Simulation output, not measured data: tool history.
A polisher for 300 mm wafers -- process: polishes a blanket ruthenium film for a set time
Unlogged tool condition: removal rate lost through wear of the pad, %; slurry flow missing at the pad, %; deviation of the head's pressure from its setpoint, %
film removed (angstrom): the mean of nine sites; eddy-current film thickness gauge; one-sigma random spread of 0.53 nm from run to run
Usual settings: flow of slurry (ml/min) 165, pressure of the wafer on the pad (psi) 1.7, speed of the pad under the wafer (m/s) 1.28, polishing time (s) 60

run	hour	flow of slurry (ml/min)	pressure of the wafer on the pad (psi)	speed of the pad under the wafer (m/s)	polishing time (s)	wafers since the last listed run	wafers polished on this pad	hours since the slurry nozzle was cleaned	hours since the head pressure was calibrated	incoming thickness of the incoming film, nm	film removed (angstrom)
1	0.0	165	1.7	1.18	60	0	2928	771.0	732.9	489.2	642
2	61.2	165	1.7	1.28	60	1051	3979	832.2	794.1	479.1	690
# hour 78.2: slurry nozzle cleaned
3	149.8	165	1.3	1.28	60	1504	5484	71.6	882.7	471.8	557
4	213.5	165	1.3	1.28	60	1093	6578	135.3	946.4	475.1	549
# hour 220.3: worn pad replaced by a new one
5	301.0	165	1.5	1.28	60	1434	1386	222.8	1033.9	480.3	663
6	397.6	165	1.5	1.28	60	1659	3045	319.4	1130.5	474.0	649
7	503.5	165	1.5	1.28	60	1818	4864	425.3	1236.4	479.0	643
8	590.5	165	2.2	0.94	60	1494	6358	512.3	1323.4	483.9	646
# hour 620.5: worn pad replaced by a new one
9	663.2	165	1.7	1.28	44	1179	734	585.0	1396.1	485.9	551
10	724.3	165	1.7	1.28	60	1049	1783	646.1	1457.2	486.3	740
11	777.7	165	1.7	1.28	60	917	2700	699.5	1510.6	480.2	735
# hour 793.0: slurry nozzle cleaned
# hour 808.4: head pressure recalibrated
12	844.6	165	1.7	1.28	71	1097	3798	51.6	36.2	476.7	755
13	895.0	165	1.7	1.28	71	865	4663	102.0	86.6	481.6	767
# hour 964.5: worn pad replaced by a new one
14	987.1	165	1.9	1.28	60	1513	387	194.1	178.7	477.0	735
15	1040.7	110	1.7	1.10	60	920	1308	247.7	232.3	480.3	535
16	1113.7	165	1.7	1.28	60	1253	2561	320.7	305.3	472.6	648
17	1213.1	165	1.5	1.28	60	1707	4268	420.1	404.7	485.2	589
18	1270.2	220	1.3	0.90	60	980	5249	477.2	461.8	483.9	381
19	1325.6	215	1.9	1.66	60	951	6201	532.6	517.2	480.2	947
# hour 1337.9: worn pad replaced by a new one
20	1365.4	165	1.7	1.28	49	614	471	572.4	557.0	480.2	567
21	1467.0	220	2.0	1.02	79	1744	2216	674.0	658.6	477.7	859
22	1520.1	215	1.9	1.66	60	911	3128	727.1	711.7	481.7	1009
# hour 1613.0: slurry nozzle cleaned
23	1624.1	165	1.7	1.28	60	1768	4897	11.1	815.7	479.8	670
24	1689.0	165	1.7	1.28	49	1114	6012	76.0	880.6	475.2	548
# hour 1723.9: worn pad replaced by a new one
25	1750.7	165	2.1	1.28	60	990	459	137.7	942.3	475.0	848
26	1847.7	210	1.7	1.14	60	1665	2125	234.7	1039.3	476.3	638
27	1950.7	165	1.9	1.56	67	1768	3894	337.7	1142.3	479.7	1042

Hidden condition of the tool, last listed run before each entry between runs versus first listed run after:
Runs 2 to 3: slurry nozzle cleaned (hour 78.2)
  removal rate lost through wear of the pad, %: 4.07 -> 5.59; deviation of the head's pressure from its setpoint, %: 8.71 -> 9.45
  difference, measured minus the result without the unlogged condition, film removed (angstrom): +19 -> +10
Runs 4 to 5: worn pad replaced by a new one (hour 220.3)
  removal rate lost through wear of the pad, %: 6.67 -> 1.62; deviation of the head's pressure from its setpoint, %: 9.98 -> 10.7
  difference, measured minus the result without the unlogged condition, film removed (angstrom): +6 -> +45
Runs 8 to 9: worn pad replaced by a new one (hour 620.5)
  removal rate lost through wear of the pad, %: 6.56 -> 1.55; deviation of the head's pressure from its setpoint, %: 13.1 -> 13.7
  difference, measured minus the result without the unlogged condition, film removed (angstrom): +23 -> +49
Runs 11 to 12: slurry nozzle cleaned (hour 793.0); head pressure recalibrated (hour 808.4)
  removal rate lost through wear of the pad, %: 3.51 -> 4.65; deviation of the head's pressure from its setpoint, %: 14.7 -> -0.282
  difference, measured minus the result without the unlogged condition, film removed (angstrom): +57 -> -39
Runs 13 to 14: worn pad replaced by a new one (hour 964.5)
  removal rate lost through wear of the pad, %: 5.51 -> 1.38; deviation of the head's pressure from its setpoint, %: 0.138 -> 0.905
  difference, measured minus the result without the unlogged condition, film removed (angstrom): -43 -> -5
Runs 19 to 20: worn pad replaced by a new one (hour 1337.9)
  removal rate lost through wear of the pad, %: 7.16 -> 0.552; deviation of the head's pressure from its setpoint, %: 3.73 -> 4.06
  difference, measured minus the result without the unlogged condition, film removed (angstrom): -43 -> +16
Runs 22 to 23: slurry nozzle cleaned (hour 1613.0)
  removal rate lost through wear of the pad, %: 3.19 -> 4.97; deviation of the head's pressure from its setpoint, %: 5.35 -> 6.21
  difference, measured minus the result without the unlogged condition, film removed (angstrom): +11 -> +0
Runs 24 to 25: worn pad replaced by a new one (hour 1723.9)
  removal rate lost through wear of the pad, %: 6.07 -> 0.499; deviation of the head's pressure from its setpoint, %: 6.75 -> 7.27
  difference, measured minus the result without the unlogged condition, film removed (angstrom): -4 -> +44

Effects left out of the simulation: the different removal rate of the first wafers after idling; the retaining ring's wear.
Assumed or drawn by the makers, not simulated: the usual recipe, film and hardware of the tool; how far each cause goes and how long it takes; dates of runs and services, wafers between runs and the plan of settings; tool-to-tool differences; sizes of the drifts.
